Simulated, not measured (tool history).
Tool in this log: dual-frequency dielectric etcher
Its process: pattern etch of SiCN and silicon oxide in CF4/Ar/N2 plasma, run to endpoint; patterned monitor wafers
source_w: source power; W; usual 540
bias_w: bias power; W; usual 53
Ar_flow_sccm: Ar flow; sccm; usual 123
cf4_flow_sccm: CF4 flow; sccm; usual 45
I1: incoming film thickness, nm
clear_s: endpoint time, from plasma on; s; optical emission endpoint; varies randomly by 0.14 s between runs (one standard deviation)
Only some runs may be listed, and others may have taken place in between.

run 1 day=0 | source_w=540 bias_w=56 Ar_flow_sccm=123 cf4_flow_sccm=45 | I1=15.36 | clear_s=17.9
run 2 day=3.075 | source_w=540 bias_w=53 Ar_flow_sccm=123 cf4_flow_sccm=45 | I1=15.38 | clear_s=18.4
run 3 day=6.008 | source_w=540 bias_w=53 Ar_flow_sccm=123 cf4_flow_sccm=55 | I1=15.57 | clear_s=17.5
-- day=8.292 CF4 flow controller replaced
run 4 day=8.312 | source_w=540 bias_w=53 Ar_flow_sccm=114 cf4_flow_sccm=45 | I1=15.31 | clear_s=18.2
run 5 day=10.233 | source_w=540 bias_w=41 Ar_flow_sccm=123 cf4_flow_sccm=48 | I1=15.6 | clear_s=20.2
run 6 day=12.229 | source_w=590 bias_w=49 Ar_flow_sccm=96 cf4_flow_sccm=45 | I1=15.48 | clear_s=16.7
-- day=15.638 bias power generator calibrated
-- day=15.808 wet clean of the chamber
run 7 day=15.888 | source_w=540 bias_w=53 Ar_flow_sccm=123 cf4_flow_sccm=49 | I1=15.38 | clear_s=18
-- day=17.621 Ar flow controller replaced
run 8 day=19.575 | source_w=620 bias_w=53 Ar_flow_sccm=132 cf4_flow_sccm=56 | I1=15.45 | clear_s=15.8
run 9 day=22.162 | source_w=410 bias_w=42 Ar_flow_sccm=133 cf4_flow_sccm=45 | I1=15.23 | clear_s=25.8
run 10 day=25.375 | source_w=540 bias_w=53 Ar_flow_sccm=123 cf4_flow_sccm=45 | I1=15.51 | clear_s=18.6
-- day=26.117 source power generator calibrated
run 11 day=27.704 | source_w=540 bias_w=62 Ar_flow_sccm=123 cf4_flow_sccm=50 | I1=15.39 | clear_s=16.3
run 12 day=31.788 | source_w=610 bias_w=48 Ar_flow_sccm=152 cf4_flow_sccm=52 | I1=15.27 | clear_s=16.7
run 13 day=35.475 | source_w=540 bias_w=49 Ar_flow_sccm=113 cf4_flow_sccm=52 | I1=15.27 | clear_s=17.4
run 14 day=39.267 | source_w=540 bias_w=53 Ar_flow_sccm=123 cf4_flow_sccm=45 | I1=15.42 | clear_s=17.9
-- day=43.996 wet clean of the chamber
run 15 day=44.017 | source_w=410 bias_w=64 Ar_flow_sccm=131 cf4_flow_sccm=39 | I1=15.43 | clear_s=22.4
run 16 day=45.538 | source_w=450 bias_w=61 Ar_flow_sccm=135 cf4_flow_sccm=50 | I1=15.61 | clear_s=20.5
run 17 day=49.833 | source_w=540 bias_w=53 Ar_flow_sccm=123 cf4_flow_sccm=45 | I1=15.32 | clear_s=18.3
run 18 day=52.946 | source_w=540 bias_w=53 Ar_flow_sccm=143 cf4_flow_sccm=45 | I1=15.23 | clear_s=18.8
run 19 day=56.596 | source_w=450 bias_w=57 Ar_flow_sccm=152 cf4_flow_sccm=45 | I1=15.39 | clear_s=21.7
run 20 day=58.175 | source_w=540 bias_w=53 Ar_flow_sccm=123 cf4_flow_sccm=45 | I1=15.29 | clear_s=18.2
run 21 day=60.754 | source_w=540 bias_w=53 Ar_flow_sccm=123 cf4_flow_sccm=45 | I1=15.46 | clear_s=18.2
run 22 day=62.396 | source_w=540 bias_w=53 Ar_flow_sccm=123 cf4_flow_sccm=35 | I1=15.35 | clear_s=19.5
run 23 day=65.858 | source_w=540 bias_w=53 Ar_flow_sccm=108 cf4_flow_sccm=45 | I1=15.28 | clear_s=17.7
run 24 day=70.342 | source_w=590 bias_w=64 Ar_flow_sccm=98 cf4_flow_sccm=45 | I1=15.35 | clear_s=15.2
run 25 day=73.671 | source_w=540 bias_w=53 Ar_flow_sccm=123 cf4_flow_sccm=45 | I1=15.48 | clear_s=18.7

Here are 3 independent what-if runs from the current tool condition. What would each one return?
run A day=73.688 | source_w=540 bias_w=53 Ar_flow_sccm=123 cf4_flow_sccm=45 | I1=15.45 | clear_s=?
run B day=73.688 | source_w=410 bias_w=53 Ar_flow_sccm=108 cf4_flow_sccm=39 | I1=15.45 | clear_s=?
run C day=73.688 | source_w=610 bias_w=49 Ar_flow_sccm=140 cf4_flow_sccm=51 | I1=15.45 | clear_s=?

run=A clear_s=18.5
run=B clear_s=23.9
run=C clear_s=17
The same runs, with their run-to-run variation unchanged, on a tool lacking any hidden condition would have given:
run=A clear_s=18
run=B clear_s=23.3
run=C clear_s=16.5

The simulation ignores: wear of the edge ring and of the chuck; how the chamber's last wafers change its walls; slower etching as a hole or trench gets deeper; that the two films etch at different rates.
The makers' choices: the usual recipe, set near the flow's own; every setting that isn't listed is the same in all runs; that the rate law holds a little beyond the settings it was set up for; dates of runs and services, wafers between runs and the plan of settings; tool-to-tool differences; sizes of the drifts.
